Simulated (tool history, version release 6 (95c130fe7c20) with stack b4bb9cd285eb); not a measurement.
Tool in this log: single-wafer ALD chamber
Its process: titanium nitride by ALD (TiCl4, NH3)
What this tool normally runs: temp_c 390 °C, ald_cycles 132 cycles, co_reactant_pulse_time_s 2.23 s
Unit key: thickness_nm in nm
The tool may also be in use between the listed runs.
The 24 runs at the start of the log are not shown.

run,hour,temp_c,ald_cycles,co_reactant_pulse_time_s,wafers since the last listed run,hours since the last thermocouple change,hours since the showerhead was replaced,hours since the gauge calibration,"read-back reference wafer on the same gauge, thickness_nm",thickness_nm
25,1255.4,390,132,2.62,147,460.7,451.5,511.8,3.209,2.782
26,1288.5,375,132,2.23,87,493.8,484.6,544.9,3.212,2.725
27,1346.8,390,132,2.23,154,552.1,542.9,603.2,3.210,2.746
28,1372.8,390,132,2.23,68,578.1,568.9,629.2,3.206,2.765
29,1404.8,390,132,2.23,84,610.1,600.9,661.2,3.212,2.753
30,1444.2,390,132,2.93,104,649.5,640.3,700.6,3.211,2.793
31,1491.2,390,122,2.02,124,696.5,687.3,747.6,3.211,2.519
32,1519.9,379,132,2.23,75,725.2,716.0,776.3,3.211,2.722
33,1635.0,386,111,1.89,304,840.3,831.1,891.4,3.211,2.282
34,1672.9,378,140,1.80,100,878.2,869.0,929.3,3.211,2.839
35,1735.2,390,132,2.23,164,940.5,931.3,991.6,3.208,2.745
36,1804.2,381,132,2.23,182,1009.5,1000.3,1060.6,3.212,2.740
37,1867.1,394,144,2.87,166,1072.4,1063.2,1123.5,3.205,3.057
38,1949.3,396,106,1.65,217,1154.6,1145.4,1205.7,3.210,2.179
39,1993.5,390,110,1.84,116,1198.8,1189.6,1249.9,3.207,2.260

Branching from run 39: 4 alternative next runs. What would each branch give?
A,1994.2,390,132,2.23,1,1199.5,1190.3,1250.6,?,?
B,1994.2,390,120,3.10,1,1199.5,1190.3,1250.6,?,?
C,1994.2,396,117,2.51,1,1199.5,1190.3,1250.6,?,?
D,1994.2,386,158,2.23,1,1199.5,1190.3,1250.6,?,?

run,"read-back reference wafer on the same gauge, thickness_nm",thickness_nm
A,3.208,2.744
B,3.208,2.538
C,3.208,2.459
D,3.208,3.274
The same runs, with their run-to-run variation unchanged, on a tool lacking any hidden condition would have given:
run,thickness_nm
A,2.744
B,2.538
C,2.459
D,3.274
